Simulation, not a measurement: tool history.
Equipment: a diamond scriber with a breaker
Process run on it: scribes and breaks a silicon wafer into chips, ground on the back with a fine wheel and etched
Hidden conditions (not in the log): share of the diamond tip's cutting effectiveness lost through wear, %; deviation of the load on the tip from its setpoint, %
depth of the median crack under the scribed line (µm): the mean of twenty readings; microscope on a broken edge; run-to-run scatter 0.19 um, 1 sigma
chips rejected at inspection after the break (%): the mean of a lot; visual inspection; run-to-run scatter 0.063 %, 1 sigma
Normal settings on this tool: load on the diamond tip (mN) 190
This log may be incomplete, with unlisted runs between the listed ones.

| run | day | load on the diamond tip (mN) | wafers since the last listed run | hours since the diamond tip was replaced | hours since the load on the tip was calibrated | incoming depth of the damage left on the back of the incoming wafer, um | depth of the median crack under the scribed line (µm) | chips rejected at inspection after the break (%) |
|---|---|---|---|---|---|---|---|---|
| 1 | 0 | 190 | 0 | 621.5 | 360.2 | 0.72 | 10.71 | 1.13 |
| 2 | 1.625 | 190 | 54 | 660.5 | 399.2 | 0.62 | 10.76 | 1.14 |
| 3 | 3.512 | 190 | 63 | 705.8 | 444.5 | 0.7 | 10.62 | 1.15 |
| 4 | 4.775 | 190 | 42 | 736.1 | 474.8 | 0.43 | 10.47 | 1.12 |
| 5 | 6.354 | 190 | 53 | 774 | 512.7 | 0.49 | 10.32 | 1.16 |
| 6 | 7.954 | 227 | 54 | 812.4 | 551.1 | 0.47 | 12.03 | 2.41 |
|  | 8.6 | diamond tip replaced by a new one |
| 7 | 10.346 | 221 | 77 | 41.9 | 608.5 | 0.56 | 11.65 | 2.11 |
| 8 | 11.475 | 221 | 38 | 69 | 635.6 | 0.51 | 11.46 | 1.93 |
| 9 | 12.625 | 190 | 38 | 96.6 | 663.2 | 0.52 | 10.27 | 1.1 |
| 10 | 14.233 | 190 | 54 | 135.2 | 701.8 | 0.66 | 10.3 | 1.16 |
| 11 | 15.421 | 170 | 40 | 163.7 | 730.3 | 0.65 | 9.83 | 1.65 |
| 12 | 17.908 | 190 | 84 | 223.4 | 790 | 0.57 | 10.25 | 1.04 |
| 13 | 22.117 | 190 | 142 | 324.4 | 891 | 0.43 | 10.12 | 1.11 |
|  | 23.454 | load on the tip recalibrated |
| 14 | 24.967 | 136 | 93 | 392.8 | 36.3 | 0.51 | 8.85 | 5.1 |
| 15 | 27.433 | 153 | 83 | 452 | 95.5 | 0.44 | 9.4 | 2.88 |
| 16 | 29.5 | 163 | 69 | 501.6 | 145.1 | 0.71 | 9.43 | 1.96 |
| 17 | 32.067 | 244 | 86 | 563.2 | 206.7 | 0.49 | 12.23 | 3.75 |
| 18 | 34.308 | 171 | 75 | 617 | 260.5 | 0.42 | 9.84 | 1.57 |
|  | 36.029 | diamond tip replaced by a new one |
| 19 | 36.838 | 190 | 82 | 19.4 | 321.2 | 0.49 | 10.72 | 1.18 |
| 20 | 45.429 | 245 | 290 | 225.6 | 527.4 | 0.33 | 12.42 | 3.7 |

Consider 5 possible next runs. They are alternatives, not a sequence: every one starts from the tool as it was left by run 20. What does each give?
| A | 45.458 | 190 | 0 | 226.3 | 528.1 | 0.4 | ? | ? |
| B | 45.458 | 205 | 0 | 226.3 | 528.1 | 0.4 | ? | ? |
| C | 45.458 | 156 | 0 | 226.3 | 528.1 | 0.4 | ? | ? |
| D | 45.458 | 236 | 0 | 226.3 | 528.1 | 0.4 | ? | ? |
| E | 45.458 | 242 | 0 | 226.3 | 528.1 | 0.4 | ? | ? |

| run | depth of the median crack under the scribed line (µm) | chips rejected at inspection after the break (%) |
|---|---|---|
| A | 10.27 | 1.08 |
| B | 10.79 | 1.29 |
| C | 9.04 | 2.51 |
| D | 11.83 | 2.82 |
| E | 12.03 | 3.25 |
Without the tool's hidden state the same runs would have given:
| run | depth of the median crack under the scribed line (µm) | chips rejected at inspection after the break (%) |
|---|---|---|
| A | 10.27 | 1.08 |
| B | 10.79 | 1.29 |
| C | 9.04 | 2.51 |
| D | 11.83 | 2.82 |
| E | 12.03 | 3.25 |

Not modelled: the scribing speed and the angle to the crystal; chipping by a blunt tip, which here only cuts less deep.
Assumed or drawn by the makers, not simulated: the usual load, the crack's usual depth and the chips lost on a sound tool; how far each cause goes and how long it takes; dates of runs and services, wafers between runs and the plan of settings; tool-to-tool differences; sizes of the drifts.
